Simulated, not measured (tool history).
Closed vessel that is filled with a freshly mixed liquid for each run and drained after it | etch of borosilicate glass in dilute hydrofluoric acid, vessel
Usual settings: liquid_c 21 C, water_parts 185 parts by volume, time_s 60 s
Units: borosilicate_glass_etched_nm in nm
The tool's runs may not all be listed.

| run | day | liquid_c | water_parts | time_s | wafers since the last listed run | hours since the thermometer was replaced | hours since the hydrofluoric acid flow meter was replaced | hours since the gauge calibration | read-back film thickness of the borosilicate glass reference wafer, read on the same gauge (nm) | borosilicate_glass_etched_nm |
|---|---|---|---|---|---|---|---|---|---|---|
| 1 | 0 | 21 | 185 | 60 | 0 | 827.8 | 2007 | 772.3 | 29.99 | 8.3 |
| 2 | 2.758 | 21 | 185 | 60 | 4410 | 894 | 2073.2 | 838.5 | 30.03 | 8.37 |
| 3 | 4.138 | 21 | 125 | 60 | 2205 | 927.1 | 2106.3 | 871.6 | 30 | 13.26 |
| 4 | 5.533 | 21 | 125 | 60 | 2231 | 960.6 | 2139.8 | 905.1 | 29.99 | 13.19 |
| 5 | 7.612 | 21 | 125 | 60 | 3324 | 1010.5 | 2189.7 | 955 | 30.02 | 13.2 |
| 6 | 9.696 | 21 | 185 | 60 | 3331 | 1060.5 | 2239.7 | 1005 | 30.01 | 8.43 |
| 7 | 12.538 | 21 | 185 | 60 | 4543 | 1128.7 | 2307.9 | 1073.2 | 30.01 | 8.36 |
|  | 12.85 | hydrofluoric acid flow meter replaced |
| 8 | 13.967 | 21 | 185 | 60 | 2218 | 1163 | 26.8 | 1107.5 | 29.99 | 8.39 |
| 9 | 15.796 | 21 | 185 | 60 | 2924 | 1206.9 | 70.7 | 1151.4 | 30.01 | 8.41 |
| 10 | 16.975 | 21 | 185 | 60 | 1885 | 1235.2 | 99 | 1179.7 | 29.97 | 8.45 |
|  | 17.046 | gauge calibrated |
| 11 | 19.538 | 21 | 185 | 60 | 4097 | 1296.7 | 160.5 | 59.8 | 30 | 8.56 |
| 12 | 20.571 | 22.5 | 160 | 90 | 1652 | 1321.5 | 185.3 | 84.6 | 30 | 15.91 |
| 13 | 22.7 | 17.5 | 245 | 95 | 3404 | 1372.6 | 236.4 | 135.7 | 29.96 | 8.47 |
| 14 | 25.688 | 21 | 185 | 60 | 4777 | 1444.3 | 308.1 | 207.4 | 29.98 | 8.51 |
|  | 26.879 | thermometer replaced |
| 15 | 28.521 | 26 | 185 | 60 | 4463 | 39.4 | 376.1 | 275.4 | 30 | 9.63 |
| 16 | 30.283 | 21 | 185 | 60 | 2818 | 81.7 | 418.4 | 317.7 | 30.02 | 7.88 |
| 17 | 32.371 | 18 | 250 | 80 | 3337 | 131.8 | 468.5 | 367.8 | 30 | 6.68 |
| 18 | 34.042 | 17 | 120 | 80 | 2671 | 171.9 | 508.6 | 407.9 | 30.02 | 15.29 |
| 19 | 35.4 | 19 | 235 | 30 | 2171 | 204.5 | 541.2 | 440.5 | 30.01 | 2.82 |
| 20 | 36.971 | 21 | 185 | 60 | 2511 | 242.2 | 578.9 | 478.2 | 30.03 | 8.16 |
| 21 | 38.633 | 21 | 185 | 60 | 2658 | 282.1 | 618.8 | 518.1 | 30.01 | 7.98 |
| 22 | 39.658 | 21 | 185 | 60 | 1638 | 306.7 | 643.4 | 542.7 | 30 | 7.98 |
| 23 | 40.946 | 21 | 185 | 50 | 2058 | 337.6 | 674.3 | 573.6 | 29.98 | 6.82 |
| 24 | 42.975 | 21 | 185 | 60 | 3244 | 386.3 | 723 | 622.3 | 29.99 | 8.18 |
| 25 | 45.733 | 18.5 | 235 | 60 | 4410 | 452.5 | 789.2 | 688.5 | 29.99 | 5.61 |
| 26 | 47.017 | 21 | 185 | 60 | 2052 | 483.3 | 820 | 719.3 | 30 | 8.2 |
| 27 | 48.6 | 17.5 | 270 | 90 | 2531 | 521.3 | 858 | 757.3 | 30.01 | 6.7 |
| 28 | 50.708 | 22.5 | 240 | 60 | 3371 | 571.9 | 908.6 | 807.9 | 30.03 | 6.42 |
| 29 | 52.65 | 21 | 185 | 75 | 3104 | 618.5 | 955.2 | 854.5 | 30.01 | 10.24 |
| 30 | 54.129 | 21 | 210 | 60 | 2365 | 654 | 990.7 | 890 | 30.02 | 7.04 |
| 31 | 55.625 | 19.5 | 100 | 90 | 2391 | 689.9 | 1026.6 | 925.9 | 30.02 | 23.58 |
| 32 | 58.438 | 21 | 245 | 90 | 4497 | 757.4 | 1094.1 | 993.4 | 29.99 | 8.84 |
| 33 | 60.558 | 25.5 | 145 | 30 | 3391 | 808.3 | 1145 | 1044.3 | 30.03 | 6.55 |

Forecast each of these 4 alternatives for the next run:
| A | 60.588 | 21 | 245 | 60 | 46 | 809 | 1145.7 | 1045 | ? | ? |
| B | 60.588 | 19 | 260 | 35 | 46 | 809 | 1145.7 | 1045 | ? | ? |
| C | 60.588 | 18.5 | 130 | 45 | 46 | 809 | 1145.7 | 1045 | ? | ? |
| D | 60.588 | 17.5 | 185 | 60 | 46 | 809 | 1145.7 | 1045 | ? | ? |

| run | read-back film thickness of the borosilicate glass reference wafer, read on the same gauge (nm) | borosilicate_glass_etched_nm |
|---|---|---|
| A | 30.04 | 5.96 |
| B | 30.04 | 3 |
| C | 30.04 | 8.6 |
| D | 30.04 | 7.32 |
Without the tool's hidden state the same runs would have given:
| run | borosilicate_glass_etched_nm |
|---|---|
| A | 5.67 |
| B | 2.85 |
| C | 8.15 |
| D | 6.94 |
